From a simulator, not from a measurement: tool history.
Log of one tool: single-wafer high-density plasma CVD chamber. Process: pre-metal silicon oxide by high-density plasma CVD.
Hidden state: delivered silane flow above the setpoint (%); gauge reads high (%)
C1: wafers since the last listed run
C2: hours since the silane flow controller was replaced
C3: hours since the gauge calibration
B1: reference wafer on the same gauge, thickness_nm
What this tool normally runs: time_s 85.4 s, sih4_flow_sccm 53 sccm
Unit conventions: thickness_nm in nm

Run 1, day 0: usual settings; C1 0; C2 3477.1; C3 423.2; B1 511.971. Result: thickness_nm 474.799 nm.
Run 2, day 2.504: usual settings; C1 1004; C2 3537.2; C3 483.3; B1 511.885. Result: thickness_nm 476.596 nm.
Run 3, day 4.617: usual settings; C1 847; C2 3587.9; C3 534; B1 512.126. Result: thickness_nm 474.226 nm.
Run 4, day 6.129: usual settings; C1 606; C2 3624.2; C3 570.3; B1 512.03. Result: thickness_nm 475.552 nm.
At day 7.675: gauge calibrated.
Run 5, day 8.067: usual settings but time_s 93.3 s; C1 777; C2 3670.7; C3 9.4; B1 511.862. Result: thickness_nm 518.052 nm.
Run 6, day 9.725: usual settings but time_s 93.3 s; C1 665; C2 3710.5; C3 49.2; B1 512.125. Result: thickness_nm 518.104 nm.
Run 7, day 11.962: usual settings but time_s 89.6 s; C1 897; C2 3764.2; C3 102.9; B1 512.165. Result: thickness_nm 499.99 nm.
Run 8, day 13.025: usual settings but sih4_flow_sccm 45 sccm; C1 426; C2 3789.7; C3 128.4; B1 511.757. Result: thickness_nm 404.714 nm.
Run 9, day 14.554: usual settings but sih4_flow_sccm 45 sccm; C1 613; C2 3826.4; C3 165.1; B1 512.006. Result: thickness_nm 404.985 nm.
Run 10, day 15.671: usual settings; C1 448; C2 3853.2; C3 191.9; B1 511.832. Result: thickness_nm 476.06 nm.
Run 11, day 17.321: usual settings but sih4_flow_sccm 56 sccm; C1 661; C2 3892.8; C3 231.5; B1 511.906. Result: thickness_nm 502.202 nm.
Run 12, day 19.838: usual settings but sih4_flow_sccm 56 sccm; C1 1009; C2 3953.2; C3 291.9; B1 511.739. Result: thickness_nm 503.247 nm.
Run 13, day 21.179: usual settings but time_s 94.3 s, sih4_flow_sccm 47 sccm; C1 538; C2 3985.4; C3 324.1; B1 512.12. Result: thickness_nm 465.726 nm.
Run 14, day 24.071: usual settings but sih4_flow_sccm 62 sccm; C1 1160; C2 4054.8; C3 393.5; B1 511.84. Result: thickness_nm 557.579 nm.
Run 15, day 25.104: usual settings but time_s 73.6 s; C1 414; C2 4079.6; C3 418.3; B1 511.662. Result: thickness_nm 409.724 nm.
Run 16, day 27.967: usual settings; C1 1148; C2 4148.3; C3 487; B1 512.208. Result: thickness_nm 476.046 nm.
At day 30.058: gauge calibrated.
Run 17, day 30.846: usual settings but sih4_flow_sccm 45 sccm; C1 1155; C2 4217.4; C3 18.9; B1 512.032. Result: thickness_nm 404.902 nm.
Run 18, day 32.283: usual settings but time_s 73.4 s; C1 576; C2 4251.9; C3 53.4; B1 511.877. Result: thickness_nm 410.814 nm.
Run 19, day 34.825: usual settings; C1 1019; C2 4312.9; C3 114.4; B1 512.291. Result: thickness_nm 475.942 nm.
At day 35.312: silane flow controller replaced.
Run 20, day 36.579: usual settings but sih4_flow_sccm 62 sccm; C1 570; C2 30.4; C3 156.5; B1 511.658. Result: thickness_nm 517.985 nm.
Run 21, day 39.121: usual settings but time_s 100.3 s, sih4_flow_sccm 48 sccm; C1 1019; C2 91.4; C3 217.5; B1 511.984. Result: thickness_nm 474.676 nm.
Run 22, day 40.167: usual settings but time_s 94.7 s, sih4_flow_sccm 57 sccm; C1 419; C2 116.5; C3 242.6; B1 512.065. Result: thickness_nm 531.08 nm.
Run 23, day 42.092: usual settings; C1 772; C2 162.7; C3 288.8; B1 512.271. Result: thickness_nm 444.874 nm.
Run 24, day 43.996: usual settings but time_s 92.1 s, sih4_flow_sccm 58 sccm; C1 763; C2 208.4; C3 334.5; B1 512.025. Result: thickness_nm 529.684 nm.
Run 25, day 46.121: usual settings but time_s 69.7 s, sih4_flow_sccm 56 sccm; C1 852; C2 259.4; C3 385.5; B1 512.069. Result: thickness_nm 386.6 nm.

Alternative continuations, all from the tool just after run 25; predict every row:
Run A, day 46.138: usual settings but sih4_flow_sccm 49 sccm; C1 6; C2 259.8; C3 385.9; B1 ?. Result: thickness_nm ?.
Run B, day 46.138: usual settings but time_s 99.8 s, sih4_flow_sccm 59 sccm; C1 6; C2 259.8; C3 385.9; B1 ?. Result: thickness_nm ?.
Run C, day 46.138: usual settings but time_s 93.9 s, sih4_flow_sccm 57 sccm; C1 6; C2 259.8; C3 385.9; B1 ?. Result: thickness_nm ?.
Run D, day 46.138: usual settings but sih4_flow_sccm 44 sccm; C1 6; C2 259.8; C3 385.9; B1 ?. Result: thickness_nm ?.

run       B1  thickness_nm
  A  511.928       414.716
  B  511.928       583.552
  C  511.928       530.441
  D  511.928       372.398
Had the tool no hidden state, the same runs would have come out as:
run  thickness_nm
  A       411.396
  B        578.88
  C       526.195
  D       369.417
